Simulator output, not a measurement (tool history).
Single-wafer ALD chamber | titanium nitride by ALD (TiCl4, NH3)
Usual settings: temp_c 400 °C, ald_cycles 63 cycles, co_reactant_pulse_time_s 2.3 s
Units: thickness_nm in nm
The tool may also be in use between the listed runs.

| run | hour | temp_c | ald_cycles | co_reactant_pulse_time_s | read-back reference wafer on the same gauge, thickness_nm | thickness_nm |
|---|---|---|---|---|---|---|
| 1 | 0 | 411 | 73 | 2.3 | 1.13 | 1.567 |
| 2 | 95.6 | 411 | 73 | 2.3 | 1.129 | 1.569 |
| 3 | 228.6 | 400 | 63 | 2.75 | 1.127 | 1.353 |
| 4 | 271.7 | 400 | 63 | 2.75 | 1.127 | 1.354 |
| 5 | 359.8 | 400 | 63 | 2.75 | 1.128 | 1.355 |
| 6 | 398.1 | 400 | 63 | 2.3 | 1.126 | 1.337 |
| 7 | 463.8 | 400 | 63 | 2.3 | 1.126 | 1.337 |
| 8 | 521.1 | 411 | 63 | 2.3 | 1.125 | 1.347 |
| 9 | 625.8 | 411 | 63 | 2.3 | 1.125 | 1.347 |
| 10 | 701.2 | 400 | 63 | 2.3 | 1.124 | 1.34 |
| 11 | 788.8 | 400 | 66 | 2.3 | 1.123 | 1.401 |
| 12 | 886.9 | 407 | 72 | 2.3 | 1.122 | 1.523 |
| 13 | 930.6 | 407 | 72 | 2.3 | 1.123 | 1.53 |
| 14 | 992.9 | 407 | 72 | 2.3 | 1.122 | 1.533 |
| 15 | 1059 | 400 | 63 | 1.63 | 1.12 | 1.316 |
|  | 1135.1 | thermocouple changed; heater temperature recalibrated |
| 16 | 1144.2 | 400 | 63 | 1.63 | 1.12 | 1.314 |
| 17 | 1214.9 | 400 | 63 | 2.3 | 1.12 | 1.331 |
| 18 | 1255.9 | 400 | 59 | 2.3 | 1.119 | 1.249 |
| 19 | 1302.8 | 400 | 59 | 2.3 | 1.119 | 1.251 |
|  | 1328.4 | showerhead replaced |
|  | 1380.1 | gauge calibrated |
| 20 | 1381.4 | 400 | 59 | 2.3 | 1.154 | 1.289 |
| 21 | 1465.7 | 400 | 63 | 2.3 | 1.153 | 1.375 |
| 22 | 1521 | 400 | 57 | 2.3 | 1.154 | 1.244 |
| 23 | 1581 | 405 | 57 | 2.3 | 1.153 | 1.239 |
| 24 | 1649.9 | 387 | 59 | 2.79 | 1.153 | 1.282 |
| 25 | 1710.5 | 389 | 67 | 2 | 1.152 | 1.439 |
| 26 | 1795.3 | 407 | 72 | 2.3 | 1.151 | 1.575 |
| 27 | 1870.4 | 400 | 63 | 2.3 | 1.152 | 1.367 |
| 28 | 1969.6 | 413 | 68 | 2.84 | 1.149 | 1.489 |
| 29 | 2034.9 | 396 | 63 | 3.01 | 1.149 | 1.379 |
| 30 | 2095.7 | 388 | 63 | 2.3 | 1.148 | 1.354 |
| 31 | 2152.9 | 411 | 67 | 2.3 | 1.147 | 1.456 |
| 32 | 2205 | 394 | 63 | 1.8 | 1.147 | 1.346 |
| 33 | 2294.2 | 400 | 55 | 2.3 | 1.147 | 1.196 |
| 34 | 2333.2 | 387 | 69 | 2.3 | 1.145 | 1.485 |
| 35 | 2420.1 | 400 | 63 | 2.3 | 1.145 | 1.365 |
| 36 | 2478.6 | 386 | 63 | 2.64 | 1.146 | 1.356 |
| 37 | 2578.7 | 400 | 63 | 2.59 | 1.145 | 1.375 |
| 38 | 2656.1 | 407 | 63 | 1.47 | 1.144 | 1.34 |
| 39 | 2706.5 | 411 | 51 | 2.05 | 1.143 | 1.103 |
| 40 | 2781.9 | 404 | 63 | 2.62 | 1.142 | 1.372 |
| 41 | 2834.1 | 410 | 52 | 2.3 | 1.143 | 1.13 |

The same runs without the tool's hidden state, with the same run-to-run variation:
The hidden state here: wafer temperature above the value expected at the setpoint (K); gauge reads high (%).
| run | thickness_nm |
|---|---|
| 1 | 1.596 |
| 2 | 1.599 |
| 3 | 1.38 |
| 4 | 1.381 |
| 5 | 1.383 |
| 6 | 1.366 |
| 7 | 1.366 |
| 8 | 1.377 |
| 9 | 1.377 |
| 10 | 1.371 |
| 11 | 1.434 |
| 12 | 1.56 |
| 13 | 1.568 |
| 14 | 1.571 |
| 15 | 1.35 |
| 16 | 1.348 |
| 17 | 1.367 |
| 18 | 1.282 |
| 19 | 1.285 |
| 20 | 1.285 |
| 21 | 1.371 |
| 22 | 1.241 |
| 23 | 1.237 |
| 24 | 1.28 |
| 25 | 1.438 |
| 26 | 1.574 |
| 27 | 1.367 |
| 28 | 1.49 |
| 29 | 1.381 |
| 30 | 1.356 |
| 31 | 1.458 |
| 32 | 1.349 |
| 33 | 1.2 |
| 34 | 1.49 |
| 35 | 1.37 |
| 36 | 1.361 |
| 37 | 1.382 |
| 38 | 1.347 |
| 39 | 1.109 |
| 40 | 1.38 |
| 41 | 1.137 |
